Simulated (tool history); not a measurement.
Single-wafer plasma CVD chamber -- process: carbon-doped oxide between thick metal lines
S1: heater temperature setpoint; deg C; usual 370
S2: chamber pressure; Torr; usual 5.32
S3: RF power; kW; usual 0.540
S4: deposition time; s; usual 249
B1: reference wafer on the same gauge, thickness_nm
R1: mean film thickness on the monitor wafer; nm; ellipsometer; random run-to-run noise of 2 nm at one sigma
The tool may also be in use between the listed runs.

run    day   S1    S2     S3   S4        B1        R1
  1  0.000  370  4.51  0.540  249  1170.230  1167.993
  2  0.546  370  5.32  0.540  249  1169.587  1192.440
  3  0.983  370  5.32  0.540  249  1169.288  1185.864
  4  1.688  370  5.32  0.540  249  1169.911  1184.480
  5  2.142  370  5.32  0.540  249  1169.895  1189.081
     2.433  -- gauge calibrated
  6  2.621  370  5.32  0.540  249  1170.338  1184.503
     3.496  -- RF generator calibrated
     3.692  -- capacitance manometer re-zeroed and calibrated
  7  3.712  370  5.32  0.540  249  1169.977  1242.731
  8  3.733  370  5.32  0.540  249  1170.241  1244.247
     4.408  -- thermocouple changed; heater temperature recalibrated
  9  4.429  377  4.80  0.540  249  1169.712  1208.509
 10  4.746  366  4.92  0.580  279  1169.842  1454.601
     5.438  -- showerhead replaced
 11  5.458  370  6.21  0.440  249  1170.142  1103.100
 12  5.650  370  5.32  0.540  249  1170.108  1242.217
 13  6.254  370  5.32  0.540  249  1170.024  1240.638
 14  6.642  370  5.32  0.540  213  1169.999  1060.122
 15  7.296  370  5.32  0.540  249  1170.315  1241.246
 16  7.783  379  5.32  0.510  249  1170.024  1169.410

Alternative continuations, all from the tool just after run 16; predict every row:
  A  7.804  370  5.32  0.540  249   ?   ?
  B  7.804  370  5.32  0.470  235   ?   ?
  C  7.804  370  5.32  0.540  298   ?   ?

run        B1        R1
  A  1170.203  1238.579
  B  1170.203  1070.817
  C  1170.203  1481.787
The same runs, with their run-to-run variation unchanged, on a tool lacking any hidden condition would have given:
run        R1
  A  1245.881
  B  1077.268
  C  1490.522
